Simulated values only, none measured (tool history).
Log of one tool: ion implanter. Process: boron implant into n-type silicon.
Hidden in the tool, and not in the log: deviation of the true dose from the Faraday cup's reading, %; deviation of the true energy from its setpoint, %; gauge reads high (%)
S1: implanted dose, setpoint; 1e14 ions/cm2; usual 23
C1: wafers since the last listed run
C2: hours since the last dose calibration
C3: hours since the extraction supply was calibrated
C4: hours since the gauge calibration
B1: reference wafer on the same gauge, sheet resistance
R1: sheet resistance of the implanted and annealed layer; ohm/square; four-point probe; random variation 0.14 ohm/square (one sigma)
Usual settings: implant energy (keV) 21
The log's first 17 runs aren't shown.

run 18 hour=498.9 | S1=23 implant_energy_(keV)=21 | C1=310 C2=1485.2 C3=3792.2 C4=633.2 | B1=76.43 | R1=68.42
-- hour=532 Faraday cup replaced and dose calibrated
-- hour=549.2 extraction supply calibrated
run 19 hour=582.3 | S1=24.98 implant_energy_(keV)=27 | C1=597 C2=50.3 C3=33.1 C4=716.6 | B1=76.42 | R1=62.7
-- hour=593.7 gauge calibrated
run 20 hour=668.4 | S1=17.12 implant_energy_(keV)=21 | C1=763 C2=136.4 C3=119.2 C4=74.7 | B1=76.39 | R1=78.68
run 21 hour=683.1 | S1=23 implant_energy_(keV)=21 | C1=130 C2=151.1 C3=133.9 C4=89.4 | B1=76.4 | R1=69.19
run 22 hour=717.8 | S1=23 implant_energy_(keV)=21 | C1=307 C2=185.8 C3=168.6 C4=124.1 | B1=76.39 | R1=69.03
run 23 hour=739.1 | S1=26.56 implant_energy_(keV)=25.5 | C1=188 C2=207.1 C3=189.9 C4=145.4 | B1=76.41 | R1=61.71
run 24 hour=754.7 | S1=23 implant_energy_(keV)=21 | C1=138 C2=222.7 C3=205.5 C4=161 | B1=76.42 | R1=68.83
run 25 hour=779.7 | S1=20.23 implant_energy_(keV)=24 | C1=221 C2=247.7 C3=230.5 C4=186 | B1=76.43 | R1=70.37
run 26 hour=800.9 | S1=28.6 implant_energy_(keV)=18.5 | C1=187 C2=268.9 C3=251.7 C4=207.2 | B1=76.37 | R1=67.51
run 27 hour=832.6 | S1=20.25 implant_energy_(keV)=19 | C1=280 C2=300.6 C3=283.4 C4=238.9 | B1=76.4 | R1=74.57
run 28 hour=877.7 | S1=27.68 implant_energy_(keV)=18.5 | C1=399 C2=345.7 C3=328.5 C4=284 | B1=76.39 | R1=67.98
run 29 hour=893.6 | S1=23 implant_energy_(keV)=21 | C1=140 C2=361.6 C3=344.4 C4=299.9 | B1=76.42 | R1=68.73
run 30 hour=910.4 | S1=29.6 implant_energy_(keV)=21 | C1=148 C2=378.4 C3=361.2 C4=316.7 | B1=76.36 | R1=63.23
run 31 hour=925.8 | S1=17.41 implant_energy_(keV)=16.5 | C1=136 C2=393.8 C3=376.6 C4=332.1 | B1=76.39 | R1=82.79
run 32 hour=951.4 | S1=23 implant_energy_(keV)=21 | C1=226 C2=419.4 C3=402.2 C4=357.7 | B1=76.38 | R1=68.65
run 33 hour=965.6 | S1=23 implant_energy_(keV)=21 | C1=125 C2=433.6 C3=416.4 C4=371.9 | B1=76.46 | R1=68.76

3 ways to go on from here, each from the tool as it stands after run 33. What would each give?
run A hour=966 | S1=23 implant_energy_(keV)=21 | C1=3 C2=434 C3=416.8 C4=372.3 | B1=? | R1=?
run B hour=966 | S1=26.88 implant_energy_(keV)=21 | C1=3 C2=434 C3=416.8 C4=372.3 | B1=? | R1=?
run C hour=966 | S1=21.27 implant_energy_(keV)=16 | C1=3 C2=434 C3=416.8 C4=372.3 | B1=? | R1=?

run=A B1=76.41 R1=68.66
run=B B1=76.41 R1=65.06
run=C B1=76.41 R1=77.71
Without the tool's hidden state the same runs would have given:
run=A R1=69.43
run=B R1=65.67
run=C R1=78.48
